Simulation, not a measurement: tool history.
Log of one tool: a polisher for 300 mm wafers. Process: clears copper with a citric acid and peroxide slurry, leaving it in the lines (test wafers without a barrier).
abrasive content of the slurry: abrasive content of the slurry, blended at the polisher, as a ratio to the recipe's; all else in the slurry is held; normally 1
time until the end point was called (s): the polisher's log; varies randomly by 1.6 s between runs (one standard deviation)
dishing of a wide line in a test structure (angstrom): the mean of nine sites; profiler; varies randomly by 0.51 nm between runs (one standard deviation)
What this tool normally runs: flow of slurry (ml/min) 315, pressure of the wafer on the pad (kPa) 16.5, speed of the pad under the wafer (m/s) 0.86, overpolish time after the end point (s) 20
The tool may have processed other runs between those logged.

run,day,flow of slurry (ml/min),pressure of the wafer on the pad (kPa),speed of the pad under the wafer (m/s),abrasive content of the slurry,overpolish time after the end point (s),wafers since the last listed run,wafers polished on this pad,hours since the slurry nozzle was cleaned,hours since the head pressure was calibrated,hours since the slurry blender was calibrated,"incoming thickness of the incoming film, nm",time until the end point was called (s),dishing of a wide line in a test structure (angstrom)
1,0,315,16.5,0.86,1,20,0,551,218.7,468.4,100,122.6,97.2,187
# day 0.567: worn pad replaced by a new one
2,0.679,315,16.5,0.86,1,20,145,31,235,484.7,116.3,127.2,86.3,209
3,1.288,315,16.5,0.86,1,20,172,204,249.6,499.3,130.9,124,95.1,184
4,2.004,315,16.5,0.86,1,29,203,408,266.8,516.5,148.1,125.1,97.6,239
5,2.596,315,16.5,0.86,1,29,168,576,281,530.7,162.3,124.6,98,257
# day 3.425: worn pad replaced by a new one
6,3.446,315,16.5,0.86,1,29,194,6,301.4,551.1,182.7,124.8,88.9,265
# day 4.183: head pressure recalibrated
7,4.521,315,16.5,0.86,1,20,281,288,327.2,8.1,208.5,123.2,92.9,193
# day 5.325: slurry nozzle cleaned
8,5.346,315,14.5,0.86,0.75,26,222,510,0.5,27.9,228.3,124.3,116.2,197
# day 5.983: worn pad replaced by a new one
9,6.321,355,16.5,1.14,1,29,229,96,23.9,51.3,251.7,127,69.8,328
# day 6.733: slurry blender recalibrated
10,7.304,355,16.5,1.14,1,29,255,352,47.5,74.9,13.7,124.7,74.2,317
# day 8.842: worn pad replaced by a new one
11,10.346,315,16.5,0.86,1,29,817,427,120.5,147.9,86.7,125.6,98,244
12,11.104,315,16.5,0.86,1,16,215,642,138.7,166.1,104.9,126,102.8,147
# day 11.767: worn pad replaced by a new one
13,12.079,215,16.5,0.74,1,24,229,88,162.1,189.5,128.3,125.7,108.5,200
14,13.183,315,16.5,0.86,0.75,30,313,402,188.6,216,154.8,124.3,98.7,244

What if the next run were any one of these 5? Each begins from the tool's condition after run 14:
A,13.2,315,16.5,0.86,1,20,4,407,189,216.4,155.2,125.9,?,?
B,13.2,315,16.5,0.72,1,20,4,407,189,216.4,155.2,125.9,?,?
C,13.2,240,16.5,0.86,1.25,32,4,407,189,216.4,155.2,125.9,?,?
D,13.2,255,16.5,0.86,1,29,4,407,189,216.4,155.2,125.9,?,?
E,13.2,385,16.5,0.86,1.1,29,4,407,189,216.4,155.2,125.9,?,?

run,time until the end point was called (s),dishing of a wide line in a test structure (angstrom)
A,96.2,187
B,114.2,161
C,94,276
D,97.9,249
E,93,259
The same runs, with their run-to-run variation unchanged, on a tool lacking any hidden condition would have given:
run,time until the end point was called (s),dishing of a wide line in a test structure (angstrom)
A,85.5,206
B,101.5,179
C,83.5,301
D,87,272
E,82.7,283
